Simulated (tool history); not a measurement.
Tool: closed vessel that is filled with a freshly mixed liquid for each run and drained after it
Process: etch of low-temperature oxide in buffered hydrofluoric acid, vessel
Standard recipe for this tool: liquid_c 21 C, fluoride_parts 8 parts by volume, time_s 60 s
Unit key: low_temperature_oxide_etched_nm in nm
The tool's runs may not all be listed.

run	hour	liquid_c	fluoride_parts	time_s	read-back film thickness of the low-temperature oxide reference wafer, read on the same gauge (nm)	low_temperature_oxide_etched_nm
1	0	21	8	60	59.97	156.83
2	15.5	21	8	60	59.99	156.44
3	38	21	8	60	60.01	155.88
4	70.9	21	8	60	60.01	154.28
5	117	21	8	60	60.03	154.16
6	132.2	21	8	60	59.97	152.97
7	220.7	21	8	60	60.02	152.77
8	239.7	21	8	60	59.97	153
9	254.9	21	8	60	60.01	150.19
10	277.2	17	9.5	50	60.02	87.41
# hour 290.8: hydrofluoric acid flow meter replaced
# hour 291.4: thermometer replaced
11	298.1	22.5	5	80	60.05	441.03
12	323.6	21	11	30	60.03	74.23
# hour 331.7: gauge calibrated
13	346.6	21	10	60	60	161.3
14	371.3	17.5	7	50	60.02	154.79
15	386.7	21	8	60	59.99	191.83
16	420.5	21	8	60	59.99	193.8
17	454.8	21	8	60	60.05	192.85
18	469.2	17	8	60	60.03	153.24

Some steps in low_temperature_oxide_etched_nm between neighbouring runs. How much of each would the tool show without its hidden state too (settings, what came in, random variation), and how much is left for the hidden state, with any gauge scatter that isn't in both results?
The tool's hidden condition here consists of: liquid colder than its thermometer reads (K); hydrofluoric acid flow below the setpoint (%); gauge reads high (%).
Run 9 -> 10: liquid_c 21 -> 17, fluoride_parts 8 -> 9.5, time_s 60 -> 50. low_temperature_oxide_etched_nm -62.78 nm: hidden state +21.95, all else -84.73.
Run 11 -> 12: liquid_c 22.5 -> 21, fluoride_parts 5 -> 11, time_s 80 -> 30. low_temperature_oxide_etched_nm -366.8 nm: hidden state +4.84, all else -371.64.
